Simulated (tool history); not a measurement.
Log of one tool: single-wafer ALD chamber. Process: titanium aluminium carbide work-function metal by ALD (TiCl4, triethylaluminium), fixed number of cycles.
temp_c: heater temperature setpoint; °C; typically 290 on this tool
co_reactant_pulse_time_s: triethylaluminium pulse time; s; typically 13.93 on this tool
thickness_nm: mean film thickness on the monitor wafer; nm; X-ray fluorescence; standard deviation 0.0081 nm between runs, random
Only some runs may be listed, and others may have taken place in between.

run,hour,temp_c,co_reactant_pulse_time_s,"read-back reference wafer on the same gauge, thickness_nm",thickness_nm
1,0,290,13.93,1.69,1.928
2,51.6,290,13.93,1.69,1.914
3,101.1,290,13.93,1.69,1.925
4,171.9,290,13.93,1.691,1.924
5,216.4,290,13.93,1.687,1.921
6,274.8,290,13.93,1.69,1.908
7,322.7,290,13.93,1.689,1.92
8,495.3,290,13.93,1.69,1.902
9,523.1,290,12.51,1.693,1.903
# hour 536.3: showerhead replaced
# hour 576.8: gauge calibrated
10,583.1,290,12.51,1.689,1.896
11,616.7,290,12.51,1.689,1.894
12,643.4,290,16.32,1.688,1.905
13,705.2,290,16.32,1.692,1.903
14,753.4,290,13.93,1.688,1.895
15,794.5,290,16.6,1.69,1.882
16,829.1,294,9.39,1.688,1.87
17,895.6,290,9.45,1.688,1.833
18,921.4,290,10.83,1.69,1.852
# hour 967.4: thermocouple changed; heater temperature recalibrated
19,977.5,290,13.93,1.69,1.954
20,1031.4,298,13.93,1.687,2.005
21,1099.1,283,8.76,1.693,1.817
22,1155.3,290,13.93,1.693,1.944
# hour 1195.5: triethylaluminium bottle replaced
23,1201.9,304,8.8,1.69,1.995
24,1240.1,280,10.85,1.692,1.824
25,1304.3,290,13.93,1.69,1.952
26,1516.4,302,18.79,1.692,2.063
27,1558.9,296,13.93,1.689,1.986
28,1595.8,281,16.12,1.69,1.871
29,1637.3,276,11.37,1.691,1.794
# hour 1646.2: gauge calibrated
30,1685.3,280,11.22,1.687,1.802
31,1721.6,301,18.34,1.688,2.051

Predict the results of run 32:
32,1750.2,290,13.93,?,?

read-back reference wafer on the same gauge, thickness_nm: 1.689
thickness_nm: 1.925 nm
Without the tool's hidden state the same run would have given thickness_nm 1.942 nm.
